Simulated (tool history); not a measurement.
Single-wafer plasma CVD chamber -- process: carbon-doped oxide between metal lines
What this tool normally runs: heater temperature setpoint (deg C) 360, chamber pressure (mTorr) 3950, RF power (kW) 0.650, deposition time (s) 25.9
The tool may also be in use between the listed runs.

run     day  heater temperature setpoint (deg C)  chamber pressure (mTorr)  RF power (kW)  deposition time (s)  read-back reference wafer on the same gauge, thickness_nm  mean film thickness on the monitor wafer (angstrom)
  1   0.000                                  360                      3950          0.720                 25.9                                                    141.588                                              1726.44
  2   1.783                                  360                      3950          0.650                 25.9                                                    142.120                                              1616.51
  3   4.617                                  360                      3950          0.650                 25.9                                                    142.552                                              1611.10
  4   6.788                                  357                      3950          0.650                 25.9                                                    142.212                                              1614.25
  5   8.550                                  353                      4660          0.650                 25.9                                                    137.464                                              1645.58
  6  10.196                                  360                      3950          0.650                 25.9                                                    138.170                                              1565.87
  7  12.175                                  360                      3950          0.650                 25.9                                                    138.421                                              1563.28
  8  13.904                                  367                      3590          0.650                 25.9                                                    139.066                                              1521.80
  9  15.692                                  367                      3590          0.650                 25.9                                                    139.595                                              1525.12
 10  20.188                                  350                      3950          0.650                 25.9                                                    140.247                                              1629.28
 11  21.012                                  360                      3950          0.650                 25.9                                                    140.361                                              1593.09
 12  23.767                                  353                      3950          0.650                 25.9                                                    140.984                                              1621.95
 13  24.783                                  360                      3950          0.650                 25.9                                                    141.295                                              1606.40
 14  26.762                                  370                      3950          0.650                 25.9                                                    141.428                                              1580.98
 15  28.862                                  352                      4550          0.685                 21.7                                                    141.358                                              1469.76
 16  29.867                                  364                      4710          0.690                 25.9                                                    141.791                                              1717.12
 17  32.696                                  360                      4510          0.600                 22.3                                                    141.662                                              1346.60
 18  34.625                                  373                      3950          0.650                 30.0                                                    142.071                                              1820.15
 19  36.079                                  360                      3950          0.610                 21.7                                                    141.716                                              1293.77
 20  38.375                                  360                      3950          0.650                 25.9                                                    142.200                                              1597.39
 21  41.142                                  360                      3950          0.720                 25.9                                                    142.705                                              1746.88
 22  42.838                                  360                      3950          0.650                 25.9                                                    142.027                                              1615.34
 23  44.746                                  360                      3950          0.585                 23.3                                                    142.204                                              1339.19
 24  46.633                                  360                      3950          0.650                 25.9                                                    137.892                                              1553.30
 25  48.558                                  360                      3950          0.530                 22.4                                                    138.587                                              1159.61
 26  51.554                                  360                      3950          0.770                 25.9                                                    139.480                                              1783.12
 27  54.358                                  360                      3950          0.560                 25.9                                                    140.297                                              1413.82
 28  55.842                                  360                      3950          0.650                 25.9                                                    140.520                                              1581.14

Withheld: 6 entries from between the runs. Position of each, and hidden state at the listed run before versus the listed run after:
Between runs 4 and 5: gauge calibrated (day 7.758)
  gauge reads high (%): 3.81 -> 0.165
  what was measured, less what the result would be without the hidden state, mean film thickness on the monitor wafer (angstrom): +59.28 -> +2.71
Between runs 6 and 7: RF generator calibrated (day 12.046)
  gauge reads high (%): 0.61 -> 1.08
  what was measured, less what the result would be without the hidden state, mean film thickness on the monitor wafer (angstrom): +9.49 -> +16.71
Between runs 9 and 10: capacitance manometer re-zeroed and calibrated (day 20.167)
  gauge reads high (%): 1.77 -> 2.43
  what was measured, less what the result would be without the hidden state, mean film thickness on the monitor wafer (angstrom): +26.52 -> +38.72
Between runs 17 and 18: thermocouple changed; heater temperature recalibrated (day 33.229)
  gauge reads high (%): 3.47 -> 3.57
  what was measured, less what the result would be without the hidden state, mean film thickness on the monitor wafer (angstrom): +45.21 -> +62.68
Between runs 19 and 20: showerhead replaced (day 36.850)
  gauge reads high (%): 3.63 -> 3.71
  what was measured, less what the result would be without the hidden state, mean film thickness on the monitor wafer (angstrom): +45.30 -> +57.21
Between runs 23 and 24: gauge calibrated (day 45.362)
  gauge reads high (%): 3.89 -> 0.777
  what was measured, less what the result would be without the hidden state, mean film thickness on the monitor wafer (angstrom): +50.15 -> +11.98
